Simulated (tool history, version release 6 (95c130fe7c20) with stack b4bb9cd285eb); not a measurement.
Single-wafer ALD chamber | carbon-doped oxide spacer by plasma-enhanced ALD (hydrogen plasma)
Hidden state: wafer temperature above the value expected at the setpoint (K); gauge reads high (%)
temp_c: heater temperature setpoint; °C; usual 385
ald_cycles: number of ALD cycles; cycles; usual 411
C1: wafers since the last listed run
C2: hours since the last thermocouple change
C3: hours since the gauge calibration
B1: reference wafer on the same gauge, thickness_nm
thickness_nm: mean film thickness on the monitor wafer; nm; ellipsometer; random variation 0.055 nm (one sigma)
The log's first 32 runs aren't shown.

Run 33, day 17.312: usual settings but temp_c 372 °C; C1 0; C2 1.4; C3 594.7; B1 20.437. Result: thickness_nm 22.194 nm.
Run 34, day 17.754: usual settings but temp_c 399 °C, ald_cycles 331 cycles; C1 7; C2 12; C3 605.3; B1 20.427. Result: thickness_nm 17.82 nm.
Run 35, day 18.35: usual settings but temp_c 398 °C, ald_cycles 466 cycles; C1 10; C2 26.3; C3 619.6; B1 20.459. Result: thickness_nm 25.145 nm.
Run 36, day 18.821: usual settings; C1 8; C2 37.6; C3 630.9; B1 20.445. Result: thickness_nm 22.178 nm.
Run 37, day 19.288: usual settings but temp_c 372 °C; C1 8; C2 48.8; C3 642.1; B1 20.448. Result: thickness_nm 22.209 nm.
Run 38, day 19.688: usual settings; C1 6; C2 58.4; C3 651.7; B1 20.473. Result: thickness_nm 22.208 nm.
At day 19.888: gauge calibrated.
Run 39, day 20.171: usual settings; C1 8; C2 70; C3 6.8; B1 20.132. Result: thickness_nm 21.903 nm.
Run 40, day 21.758: usual settings; C1 27; C2 108.1; C3 44.9; B1 20.127. Result: thickness_nm 21.783 nm.
Run 41, day 22.4: usual settings but temp_c 393 °C, ald_cycles 474 cycles; C1 11; C2 123.5; C3 60.3; B1 20.112. Result: thickness_nm 25.193 nm.
Run 42, day 22.942: usual settings but ald_cycles 475 cycles; C1 9; C2 136.5; C3 73.3; B1 20.113. Result: thickness_nm 25.35 nm.
Run 43, day 23.442: usual settings but temp_c 393 °C, ald_cycles 349 cycles; C1 8; C2 148.5; C3 85.3; B1 20.113. Result: thickness_nm 18.566 nm.
Run 44, day 24.162: usual settings but ald_cycles 476 cycles; C1 12; C2 165.8; C3 102.6; B1 20.127. Result: thickness_nm 25.256 nm.
Run 45, day 24.75: usual settings; C1 10; C2 179.9; C3 116.7; B1 20.146. Result: thickness_nm 21.823 nm.
Run 46, day 25.454: usual settings but temp_c 392 °C, ald_cycles 436 cycles; C1 12; C2 196.8; C3 133.6; B1 20.132. Result: thickness_nm 23.238 nm.

5 ways to go on from here, each from the tool as it stands after run 46. What would each give?
Run A, day 25.496: usual settings; C1 0; C2 197.8; C3 134.6; B1 ?. Result: thickness_nm ?.
Run B, day 25.496: usual settings but temp_c 390 °C, ald_cycles 381 cycles; C1 0; C2 197.8; C3 134.6; B1 ?. Result: thickness_nm ?.
Run C, day 25.496: usual settings but temp_c 398 °C, ald_cycles 492 cycles; C1 0; C2 197.8; C3 134.6; B1 ?. Result: thickness_nm ?.
Run D, day 25.496: usual settings but temp_c 398 °C, ald_cycles 383 cycles; C1 0; C2 197.8; C3 134.6; B1 ?. Result: thickness_nm ?.
Run E, day 25.496: usual settings but ald_cycles 464 cycles; C1 0; C2 197.8; C3 134.6; B1 ?. Result: thickness_nm ?.

run      B1  thickness_nm
  A  20.145          21.8
  B  20.145        20.209
  C  20.145        26.097
  D  20.145        20.315
  E  20.145        24.612
Without the tool's hidden state the same runs would have given:
run  thickness_nm
  A        21.766
  B        20.178
  C        26.056
  D        20.284
  E        24.573

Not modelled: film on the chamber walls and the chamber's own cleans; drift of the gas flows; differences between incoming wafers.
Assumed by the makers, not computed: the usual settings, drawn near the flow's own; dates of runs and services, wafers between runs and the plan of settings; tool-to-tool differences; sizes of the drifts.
